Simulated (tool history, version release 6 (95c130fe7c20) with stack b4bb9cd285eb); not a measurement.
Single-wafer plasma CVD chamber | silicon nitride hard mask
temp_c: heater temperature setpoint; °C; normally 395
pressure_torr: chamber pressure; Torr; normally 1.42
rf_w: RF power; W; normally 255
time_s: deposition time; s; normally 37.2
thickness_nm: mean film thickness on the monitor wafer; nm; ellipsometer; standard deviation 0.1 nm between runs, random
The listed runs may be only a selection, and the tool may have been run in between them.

run,hour,temp_c,pressure_torr,rf_w,time_s,wafers since the last listed run,hours since the last thermocouple change,hours since the last RF generator calibration,hours since the last manometer calibration,hours since the showerhead was replaced,hours since the gauge calibration,"read-back reference wafer on the same gauge, thickness_nm",thickness_nm
1,0.0,395,1.42,255,37.2,0,1300.5,2015.5,1066.8,3503.2,398.9,35.498,37.795
2,29.4,395,1.42,265,37.2,553,1329.9,2044.9,1096.2,3532.6,428.3,35.501,39.232
3,53.6,402,1.42,215,37.2,455,1354.1,2069.1,1120.4,3556.8,452.5,35.476,32.394
# hour 80.5: showerhead replaced
4,87.3,395,1.42,255,37.2,483,1387.8,2102.8,1154.1,6.8,486.2,35.497,37.826
5,108.7,395,1.42,240,37.2,402,1409.2,2124.2,1175.5,28.2,507.6,35.510,35.839
6,125.3,395,1.42,240,37.2,312,1425.8,2140.8,1192.1,44.8,524.2,35.489,36.066
7,152.1,395,1.42,255,42.5,504,1452.6,2167.6,1218.9,71.6,551.0,35.486,43.311
8,184.2,395,1.42,255,42.5,604,1484.7,2199.7,1251.0,103.7,583.1,35.512,42.972
9,198.5,389,1.20,255,37.2,269,1499.0,2214.0,1265.3,118.0,597.4,35.530,36.232
10,219.4,395,1.42,265,37.2,393,1519.9,2234.9,1286.2,138.9,618.3,35.511,39.057
11,233.3,395,1.23,295,34.3,261,1533.8,2248.8,1300.1,152.8,632.2,35.507,37.891
# hour 250.2: thermocouple changed; heater temperature recalibrated
12,254.3,395,1.42,240,37.2,244,4.1,2269.8,1321.1,173.8,653.2,35.474,35.927
# hour 259.7: gauge calibrated
13,274.4,395,1.42,240,33.4,378,24.2,2289.9,1341.2,193.9,14.7,35.487,32.172
# hour 289.1: RF generator calibrated
14,298.0,395,1.42,255,34.1,293,47.8,8.9,1364.8,217.5,38.3,35.486,34.736
15,324.6,395,1.68,255,37.2,500,74.4,35.5,1391.4,244.1,64.9,35.498,39.583
16,348.5,407,1.59,255,41.0,449,98.3,59.4,1415.3,268.0,88.8,35.493,42.480
17,362.1,395,1.42,255,37.2,256,111.9,73.0,1428.9,281.6,102.4,35.471,37.896
18,388.7,404,1.18,275,44.3,500,138.5,99.6,1455.5,308.2,129.0,35.487,45.388
19,408.2,395,1.42,255,37.2,367,158.0,119.1,1475.0,327.7,148.5,35.526,37.746
20,423.1,395,1.42,255,37.2,280,172.9,134.0,1489.9,342.6,163.4,35.468,37.699
# hour 444.9: capacitance manometer re-zeroed and calibrated
21,502.4,395,1.17,280,40.4,1342,252.2,213.3,57.5,421.9,242.7,35.486,42.785
22,524.2,408,1.10,225,29.9,410,274.0,235.1,79.3,443.7,264.5,35.493,25.857
23,550.4,395,1.42,270,41.6,493,300.2,261.3,105.5,469.9,290.7,35.474,45.027
24,565.9,395,1.42,255,37.2,291,315.7,276.8,121.0,485.4,306.2,35.488,38.387
25,620.0,395,1.42,240,37.2,1018,369.8,330.9,175.1,539.5,360.3,35.504,36.367
26,655.0,395,1.42,255,37.2,658,404.8,365.9,210.1,574.5,395.3,35.532,38.504
27,680.2,407,1.42,255,37.2,474,430.0,391.1,235.3,599.7,420.5,35.496,38.174
28,704.2,410,1.42,255,44.0,451,454.0,415.1,259.3,623.7,444.5,35.487,45.107

Give the tool's hidden conditions for every run:
wafer temperature above the value expected at the setpoint (K): 0, the same for each run
delivered RF power above the setpoint (%): 0, the same for each run
gauge reads high (%): 0, the same for each run
H1: true pressure above the setpoint (%)
run,H1
1,-5.68
2,-5.81
3,-5.93
4,-6.09
5,-6.19
6,-6.27
7,-6.39
8,-6.55
9,-6.61
10,-6.71
11,-6.78
12,-6.88
13,-6.97
14,-7.08
15,-7.21
16,-7.32
17,-7.39
18,-7.51
19,-7.6
20,-7.67
21,-0.212
22,-0.315
23,-0.439
24,-0.512
25,-0.767
26,-0.933
27,-1.05
28,-1.17
